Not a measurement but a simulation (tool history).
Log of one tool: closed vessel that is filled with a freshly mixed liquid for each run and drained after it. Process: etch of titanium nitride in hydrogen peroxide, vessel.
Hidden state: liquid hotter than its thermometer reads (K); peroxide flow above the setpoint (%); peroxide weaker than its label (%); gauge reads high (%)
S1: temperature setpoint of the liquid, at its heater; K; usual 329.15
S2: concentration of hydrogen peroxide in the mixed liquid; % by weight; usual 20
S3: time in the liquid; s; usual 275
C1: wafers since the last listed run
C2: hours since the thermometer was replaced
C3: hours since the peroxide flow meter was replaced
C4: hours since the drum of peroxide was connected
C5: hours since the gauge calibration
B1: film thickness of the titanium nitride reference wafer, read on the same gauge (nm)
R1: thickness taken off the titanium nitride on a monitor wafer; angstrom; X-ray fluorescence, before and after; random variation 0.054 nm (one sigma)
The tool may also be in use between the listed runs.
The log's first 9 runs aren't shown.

Run 10, hour 666.7: usual settings but S1 326.65 K, S2 21 % by weight; C1 5661; C2 1935.5; C3 276.1; C4 125.9; C5 455.7; B1 109.96. Result: R1 150.1 angstrom.
Run 11, hour 700.6: usual settings but S3 165 s; C1 3231; C2 1969.4; C3 310; C4 159.8; C5 489.6; B1 110. Result: R1 105.7 angstrom.
Run 12, hour 736.5: usual settings but S2 25.5 % by weight, S3 165 s; C1 3421; C2 2005.3; C3 345.9; C4 195.7; C5 525.5; B1 110.01. Result: R1 112.6 angstrom.
Run 13, hour 802.5: usual settings; C1 6291; C2 2071.3; C3 411.9; C4 261.7; C5 591.5; B1 109.95. Result: R1 177.3 angstrom.
Run 14, hour 843.5: usual settings but S2 18.5 % by weight, S3 120 s; C1 3908; C2 2112.3; C3 452.9; C4 302.7; C5 632.5; B1 110.02. Result: R1 76.2 angstrom.
Run 15, hour 899.1: usual settings but S1 321.15 K, S2 22.5 % by weight; C1 5299; C2 2167.9; C3 508.5; C4 358.3; C5 688.1; B1 110. Result: R1 103.2 angstrom.
Run 16, hour 928.5: usual settings but S1 321.65 K, S3 110 s; C1 2802; C2 2197.3; C3 537.9; C4 387.7; C5 717.5; B1 110.01. Result: R1 41.8 angstrom.
At hour 970.1: thermometer replaced.
Run 17, hour 998.9: usual settings but S1 322.65 K, S2 24.5 % by weight, S3 380 s; C1 6615; C2 28.8; C3 608.3; C4 458.1; C5 787.9; B1 110.03. Result: R1 156.5 angstrom.
Run 18, hour 1065.3: usual settings; C1 6329; C2 95.2; C3 674.7; C4 524.5; C5 854.3; B1 110. Result: R1 173 angstrom.
At hour 1067.2: new drum of peroxide connected.
Run 19, hour 1127.7: usual settings but S2 22.5 % by weight; C1 5852; C2 157.6; C3 737.1; C4 60.5; C5 916.7; B1 109.99. Result: R1 177.6 angstrom.
Run 20, hour 1159.1: usual settings but S1 322.65 K, S2 24.5 % by weight, S3 380 s; C1 2993; C2 189; C3 768.5; C4 91.9; C5 948.1; B1 110. Result: R1 156.5 angstrom.
At hour 1198.4: gauge calibrated.
Run 21, hour 1209.4: usual settings but S1 319.15 K, S2 25.5 % by weight, S3 350 s; C1 4794; C2 239.3; C3 818.8; C4 142.2; C5 11; B1 109.98. Result: R1 112.8 angstrom.
At hour 1219: peroxide flow meter replaced.
Run 22, hour 1265.7: usual settings but S2 25.5 % by weight, S3 175 s; C1 5271; C2 295.6; C3 46.7; C4 198.5; C5 67.3; B1 109.98. Result: R1 115.6 angstrom.
Run 23, hour 1308.7: usual settings but S1 336.15 K, S3 210 s; C1 4098; C2 338.6; C3 89.7; C4 241.5; C5 110.3; B1 110.02. Result: R1 212.5 angstrom.
Run 24, hour 1434.7: usual settings but S1 337.65 K, S2 25.5 % by weight, S3 425 s; C1 12010; C2 464.6; C3 215.7; C4 367.5; C5 236.3; B1 110. Result: R1 503 angstrom.
Run 25, hour 1499.4: usual settings but S2 15.5 % by weight; C1 6167; C2 529.3; C3 280.4; C4 432.2; C5 301; B1 109.99. Result: R1 163.9 angstrom.

Forecast run 26:
At hour 1523.1: new drum of peroxide connected.
Run 26, hour 1544.7: usual settings but S1 324.65 K, S2 16 % by weight; C1 4222; C2 574.6; C3 325.7; C4 21.6; C5 346.3; B1 ?. Result: R1 ?.

Run 26 gave B1 110.01, R1 120.6 angstrom.
Without the tool's hidden state the same run would have given R1 118.5 angstrom.
